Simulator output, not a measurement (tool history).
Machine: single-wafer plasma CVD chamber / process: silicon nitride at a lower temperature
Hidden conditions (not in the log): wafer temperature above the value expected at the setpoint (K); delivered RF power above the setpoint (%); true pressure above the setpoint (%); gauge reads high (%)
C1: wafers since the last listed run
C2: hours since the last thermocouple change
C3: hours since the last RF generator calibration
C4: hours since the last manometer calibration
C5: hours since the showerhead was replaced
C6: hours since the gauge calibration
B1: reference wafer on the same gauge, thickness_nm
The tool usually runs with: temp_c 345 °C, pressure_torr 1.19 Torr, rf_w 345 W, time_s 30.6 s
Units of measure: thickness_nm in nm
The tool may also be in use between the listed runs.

Run 1, day 0: usual settings but time_s 28.8 s; C1 0; C2 1724.3; C3 2116.3; C4 1123.1; C5 5813.4; C6 128; B1 45.593. Result: thickness_nm 36.456 nm.
Run 2, day 0.383: usual settings but temp_c 334 °C, pressure_torr 1.28 Torr; C1 131; C2 1733.5; C3 2125.5; C4 1132.3; C5 5822.6; C6 137.2; B1 45.604. Result: thickness_nm 39.797 nm.
At day 0.65: gauge calibrated.
Run 3, day 0.729: usual settings; C1 118; C2 1741.8; C3 2133.8; C4 1140.6; C5 5830.9; C6 1.9; B1 45.57. Result: thickness_nm 38.546 nm.
Run 4, day 1.442: usual settings; C1 243; C2 1758.9; C3 2150.9; C4 1157.7; C5 5848; C6 19; B1 45.555. Result: thickness_nm 38.683 nm.
Run 5, day 1.858: usual settings; C1 142; C2 1768.9; C3 2160.9; C4 1167.7; C5 5858; C6 29; B1 45.581. Result: thickness_nm 38.72 nm.
At day 3.296: thermocouple changed; heater temperature recalibrated.
At day 3.425: capacitance manometer re-zeroed and calibrated.
Run 6, day 3.446: usual settings; C1 385; C2 3.6; C3 2199; C4 0.5; C5 5896.1; C6 67.1; B1 45.584. Result: thickness_nm 39.727 nm.
Run 7, day 3.896: usual settings; C1 153; C2 14.4; C3 2209.8; C4 11.3; C5 5906.9; C6 77.9; B1 45.61. Result: thickness_nm 39.641 nm.
Run 8, day 4.3: usual settings but pressure_torr 1.45 Torr, rf_w 285 W, time_s 27.2 s; C1 138; C2 24.1; C3 2219.5; C4 21; C5 5916.6; C6 87.6; B1 45.549. Result: thickness_nm 33.728 nm.
At day 5.033: showerhead replaced.
At day 6.721: RF generator calibrated.
Run 9, day 6.742: usual settings but pressure_torr 1.31 Torr, time_s 32.7 s; C1 607; C2 82.7; C3 0.5; C4 79.6; C5 41; C6 146.2; B1 45.6. Result: thickness_nm 43.637 nm.
Run 10, day 6.846: usual settings; C1 35; C2 85.2; C3 3; C4 82.1; C5 43.5; C6 148.7; B1 45.585. Result: thickness_nm 39.561 nm.
At day 7.108: gauge calibrated.
Run 11, day 7.538: usual settings but pressure_torr 1.39 Torr, time_s 35.5 s; C1 236; C2 101.8; C3 19.6; C4 98.7; C5 60.1; C6 10.3; B1 45.627. Result: thickness_nm 48.195 nm.
Run 12, day 8.029: usual settings but temp_c 338 °C, pressure_torr 0.96 Torr, rf_w 375 W; C1 168; C2 113.6; C3 31.4; C4 110.5; C5 71.9; C6 22.1; B1 45.573. Result: thickness_nm 38.423 nm.
Run 13, day 8.329: usual settings but rf_w 295 W; C1 102; C2 120.8; C3 38.6; C4 117.7; C5 79.1; C6 29.3; B1 45.597. Result: thickness_nm 36.126 nm.
Run 14, day 9.067: usual settings but temp_c 339 °C; C1 252; C2 138.5; C3 56.3; C4 135.4; C5 96.8; C6 47; B1 45.594. Result: thickness_nm 39.535 nm.

Each row is a separate what-if for the run after 14, all from the same tool condition, not one after another. Results?
Run A, day 9.083: usual settings but pressure_torr 0.9 Torr; C1 5; C2 138.9; C3 56.7; C4 135.8; C5 97.2; C6 47.4; B1 ?. Result: thickness_nm ?.
Run B, day 9.083: usual settings but temp_c 336 °C, pressure_torr 1.48 Torr, rf_w 300 W, time_s 28.7 s; C1 5; C2 138.9; C3 56.7; C4 135.8; C5 97.2; C6 47.4; B1 ?. Result: thickness_nm ?.
Run C, day 9.083: usual settings but rf_w 410 W; C1 5; C2 138.9; C3 56.7; C4 135.8; C5 97.2; C6 47.4; B1 ?. Result: thickness_nm ?.
Run D, day 9.083: usual settings but temp_c 341 °C, pressure_torr 0.9 Torr, rf_w 320 W, time_s 35.4 s; C1 5; C2 138.9; C3 56.7; C4 135.8; C5 97.2; C6 47.4; B1 ?. Result: thickness_nm ?.

run      B1  thickness_nm
  A  45.598        35.612
  B  45.598        36.808
  C  45.598        43.429
  D  45.598         39.55
With no hidden state in the tool, these same runs would have given:
run  thickness_nm
  A        35.946
  B         37.09
  C        43.773
  D         39.92
